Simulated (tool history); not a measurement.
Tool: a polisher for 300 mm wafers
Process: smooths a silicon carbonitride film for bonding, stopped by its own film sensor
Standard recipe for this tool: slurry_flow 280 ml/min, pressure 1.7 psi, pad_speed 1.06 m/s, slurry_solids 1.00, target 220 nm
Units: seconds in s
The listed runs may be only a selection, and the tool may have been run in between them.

| run | day | slurry_flow | pressure | pad_speed | slurry_solids | target | wafers since the last listed run | wafers polished on this pad | hours since the slurry nozzle was cleaned | hours since the head pressure was calibrated | hours since the slurry blender was calibrated | incoming thickness of the incoming film, nm | seconds |
|---|---|---|---|---|---|---|---|---|---|---|---|---|---|
| 1 | 0.000 | 280 | 1.7 | 1.06 | 1.00 | 216 | 0 | 481 | 193.9 | 589.6 | 126.3 | 243.2 | 155.9 |
|  | 0.988 | worn pad replaced by a new one |
| 2 | 1.067 | 280 | 1.7 | 1.06 | 1.00 | 216 | 133 | 11 | 219.5 | 615.2 | 151.9 | 240.8 | 140.2 |
| 3 | 1.958 | 280 | 1.7 | 1.06 | 1.00 | 216 | 132 | 143 | 240.9 | 636.6 | 173.3 | 237.0 | 117.6 |
| 4 | 3.242 | 280 | 1.7 | 1.06 | 1.00 | 220 | 190 | 333 | 271.7 | 667.4 | 204.1 | 237.5 | 100.6 |
| 5 | 4.421 | 280 | 1.7 | 1.06 | 1.00 | 220 | 174 | 508 | 300.0 | 695.7 | 232.4 | 235.8 | 91.2 |
| 6 | 5.996 | 280 | 1.7 | 1.06 | 1.00 | 217 | 233 | 741 | 337.8 | 733.5 | 270.2 | 238.9 | 130.2 |
|  | 6.212 | slurry nozzle cleaned |
|  | 6.521 | worn pad replaced by a new one |
| 7 | 7.388 | 280 | 1.7 | 1.06 | 0.75 | 220 | 175 | 128 | 28.2 | 766.9 | 303.6 | 237.7 | 119.6 |
|  | 7.954 | slurry blender recalibrated |
| 8 | 8.667 | 280 | 1.7 | 1.06 | 0.75 | 220 | 177 | 305 | 58.9 | 797.6 | 17.1 | 240.8 | 122.3 |
| 9 | 9.650 | 280 | 1.7 | 1.06 | 1.00 | 220 | 145 | 451 | 82.5 | 821.2 | 40.7 | 240.2 | 108.1 |
| 10 | 10.775 | 240 | 1.7 | 1.06 | 1.00 | 220 | 166 | 618 | 109.5 | 848.2 | 67.7 | 234.6 | 80.7 |
|  | 11.012 | worn pad replaced by a new one |
| 11 | 11.292 | 220 | 1.3 | 1.32 | 1.00 | 220 | 51 | 41 | 121.9 | 860.6 | 80.1 | 239.4 | 118.1 |
|  | 12.738 | head pressure recalibrated |
| 12 | 12.779 | 345 | 2.1 | 1.06 | 1.00 | 224 | 208 | 249 | 157.6 | 1.0 | 115.8 | 237.2 | 60.7 |
| 13 | 14.242 | 280 | 1.7 | 1.06 | 1.00 | 220 | 216 | 466 | 192.7 | 36.1 | 150.9 | 240.7 | 114.1 |
|  | 15.342 | worn pad replaced by a new one |
| 14 | 15.362 | 280 | 1.7 | 1.06 | 0.90 | 220 | 141 | 2 | 219.6 | 63.0 | 177.8 | 241.1 | 119.4 |
| 15 | 16.000 | 280 | 1.7 | 1.06 | 1.00 | 220 | 94 | 97 | 234.9 | 78.3 | 193.1 | 239.3 | 104.7 |
| 16 | 16.967 | 190 | 1.7 | 1.32 | 1.10 | 224 | 143 | 240 | 258.1 | 101.5 | 216.3 | 241.5 | 89.7 |
| 17 | 18.375 | 280 | 1.7 | 1.06 | 1.00 | 216 | 208 | 449 | 291.9 | 135.3 | 250.1 | 240.2 | 137.5 |
| 18 | 19.154 | 245 | 1.7 | 0.88 | 1.25 | 220 | 115 | 564 | 310.6 | 154.0 | 268.8 | 237.9 | 105.0 |

For each run, what was the tool's unlogged condition?
removal rate lost through wear of the pad, %: 0 at every run
slurry flow missing at the pad, %: 0 at every run
deviation of the head's pressure from its setpoint, %: 0 at every run
H1: abrasive missing from the slurry, %
| run | H1 |
|---|---|
| 1 | 9.75 |
| 2 | 11.2 |
| 3 | 12.6 |
| 4 | 14.9 |
| 5 | 17.4 |
| 6 | 21.3 |
| 7 | 25.1 |
| 8 | 0.452 |
| 9 | 0.727 |
| 10 | 1.32 |
| 11 | 1.69 |
| 12 | 3.1 |
| 13 | 4.99 |
| 14 | 6.78 |
| 15 | 7.93 |
| 16 | 9.85 |
| 17 | 13 |
| 18 | 15 |
